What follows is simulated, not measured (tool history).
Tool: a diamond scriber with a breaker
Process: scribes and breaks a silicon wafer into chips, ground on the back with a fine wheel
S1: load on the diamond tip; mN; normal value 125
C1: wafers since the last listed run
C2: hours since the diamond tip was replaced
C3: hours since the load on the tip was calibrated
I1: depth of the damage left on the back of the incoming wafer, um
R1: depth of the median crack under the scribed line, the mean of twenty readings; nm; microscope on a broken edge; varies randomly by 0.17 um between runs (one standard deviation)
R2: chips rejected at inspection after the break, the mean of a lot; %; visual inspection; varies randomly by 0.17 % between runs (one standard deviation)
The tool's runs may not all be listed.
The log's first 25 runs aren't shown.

run 26 day=56.654 | S1=125 | C1=321 C2=219.3 C3=259.9 | I1=2.61 | R1=11660 R2=3.48
run 27 day=57.692 | S1=104 | C1=124 C2=244.2 C3=284.8 | I1=1.89 | R1=10400 R2=4.87
run 28 day=62.442 | S1=125 | C1=568 C2=358.2 C3=398.8 | I1=2.97 | R1=11200 R2=3.78
run 29 day=64.112 | S1=95 | C1=200 C2=398.3 C3=438.9 | I1=2.7 | R1=9840 R2=8.55
run 30 day=67.033 | S1=142 | C1=349 C2=468.4 C3=509 | I1=2.6 | R1=12450 R2=2.95
run 31 day=69.738 | S1=114 | C1=323 C2=533.3 C3=573.9 | I1=2.43 | R1=10560 R2=4.21
run 32 day=72.462 | S1=158 | C1=326 C2=598.7 C3=639.3 | I1=2.89 | R1=12990 R2=3.3
run 33 day=75.162 | S1=90 | C1=323 C2=663.5 C3=704.1 | I1=2.77 | R1=9210 R2=12.1
run 34 day=77.325 | S1=109 | C1=258 C2=715.4 C3=756 | I1=2.7 | R1=10210 R2=6.14
run 35 day=79.704 | S1=115 | C1=284 C2=772.5 C3=813.1 | I1=2.82 | R1=10600 R2=5.29
run 36 day=81.012 | S1=148 | C1=156 C2=803.9 C3=844.5 | I1=2.55 | R1=12250 R2=2.34
run 37 day=82.304 | S1=125 | C1=154 C2=834.9 C3=875.5 | I1=2.53 | R1=11130 R2=3.64
-- day=82.917 diamond tip replaced by a new one
run 38 day=84.217 | S1=154 | C1=219 C2=31.2 C3=921.4 | I1=1.61 | R1=13360 R2=3.14

Each row is a separate what-if for the run after 38, all from the same tool condition, not one after another. Results?
run A day=84.238 | S1=99 | C1=2 C2=31.7 C3=921.9 | I1=2.27 | R1=? R2=?
run B day=84.238 | S1=108 | C1=2 C2=31.7 C3=921.9 | I1=2.27 | R1=? R2=?
run C day=84.238 | S1=98 | C1=2 C2=31.7 C3=921.9 | I1=2.27 | R1=? R2=?
run D day=84.238 | S1=101 | C1=2 C2=31.7 C3=921.9 | I1=2.27 | R1=? R2=?
run E day=84.238 | S1=163 | C1=2 C2=31.7 C3=921.9 | I1=2.27 | R1=? R2=?

run=A R1=10790 R2=4.8
run=B R1=11330 R2=3.46
run=C R1=10720 R2=4.99
run=D R1=10910 R2=4.45
run=E R1=14390 R2=4.3
What these runs would have given with no unlogged condition in the tool:
run=A R1=10930 R2=4.38
run=B R1=11480 R2=3.18
run=C R1=10870 R2=4.55
run=D R1=11060 R2=4.06
run=E R1=14590 R2=4.71

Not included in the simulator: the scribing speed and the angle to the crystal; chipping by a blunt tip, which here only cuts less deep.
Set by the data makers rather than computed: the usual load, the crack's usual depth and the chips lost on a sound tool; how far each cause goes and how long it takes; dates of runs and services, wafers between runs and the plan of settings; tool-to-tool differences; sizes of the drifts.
